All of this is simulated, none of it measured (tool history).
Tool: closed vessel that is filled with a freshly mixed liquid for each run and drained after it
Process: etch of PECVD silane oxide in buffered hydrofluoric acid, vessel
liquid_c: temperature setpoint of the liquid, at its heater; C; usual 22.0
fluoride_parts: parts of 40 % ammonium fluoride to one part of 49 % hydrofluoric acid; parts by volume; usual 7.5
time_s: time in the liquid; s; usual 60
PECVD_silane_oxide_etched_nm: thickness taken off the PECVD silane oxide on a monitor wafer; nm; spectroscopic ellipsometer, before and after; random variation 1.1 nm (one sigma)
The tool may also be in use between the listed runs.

run	hour	liquid_c	fluoride_parts	time_s	read-back film thickness of the PECVD silane oxide reference wafer, read on the same gauge (nm)	PECVD_silane_oxide_etched_nm
1	0.0	22.0	6.0	60	130.01	302.09
2	44.7	22.0	7.5	60	130.00	247.50
3	116.0	22.0	7.5	60	129.98	248.04
4	151.2	22.0	7.5	60	129.99	247.46
5	203.0	22.0	7.5	60	130.00	250.08
6	238.1	22.0	7.5	60	130.00	247.50
7	296.9	22.0	7.5	40	129.97	165.63
8	328.6	22.0	7.5	40	130.01	166.60
9	394.2	22.0	7.5	60	129.99	251.00
10	434.7	22.0	7.5	60	130.01	250.94
# hour 484.5: thermometer replaced
11	489.2	22.0	7.5	60	129.99	250.96
12	547.7	22.0	7.5	60	130.01	253.27
13	614.5	22.0	8.5	60	130.01	222.59
14	653.6	17.5	9.5	60	129.98	153.46
15	700.5	20.5	10.0	60	130.00	175.28
# hour 712.9: hydrofluoric acid flow meter replaced
16	755.9	22.0	7.5	60	130.00	241.91
17	820.8	23.5	6.5	60	129.99	303.06
18	888.2	23.5	10.0	50	130.00	169.20
19	924.4	20.0	10.5	80	130.00	212.78
20	993.4	17.0	5.5	60	130.00	244.32
21	1037.4	20.5	5.5	50	130.00	251.12
22	1079.8	22.0	7.5	50	130.00	205.12
23	1148.9	22.0	6.0	90	130.00	454.01
24	1203.6	19.5	5.5	60	130.00	284.05
25	1230.5	22.0	6.5	90	130.00	424.76
26	1254.7	22.0	7.5	30	129.99	123.27
27	1295.0	19.0	5.5	80	129.99	368.56
28	1334.5	17.5	9.5	60	130.01	151.33
29	1386.4	24.0	9.0	80	130.00	306.13
30	1443.2	18.0	7.5	80	130.00	269.01
31	1467.7	22.0	10.0	40	129.97	126.99
32	1538.7	22.0	7.5	60	129.99	251.60
33	1600.6	18.0	5.0	45	129.99	217.85

Forecast each of these 4 alternatives for the next run:
A	1601.3	26.5	7.5	60	?	?
B	1601.3	19.0	5.5	90	?	?
C	1601.3	18.0	5.0	60	?	?
D	1601.3	25.0	5.5	40	?	?

run	read-back film thickness of the PECVD silane oxide reference wafer, read on the same gauge (nm)	PECVD_silane_oxide_etched_nm
A	130.03	321.76
B	130.03	419.68
C	130.03	287.85
D	130.03	259.61
Without the tool's hidden state the same runs would have given:
run	PECVD_silane_oxide_etched_nm
A	307.16
B	404.64
C	276.39
D	250.33
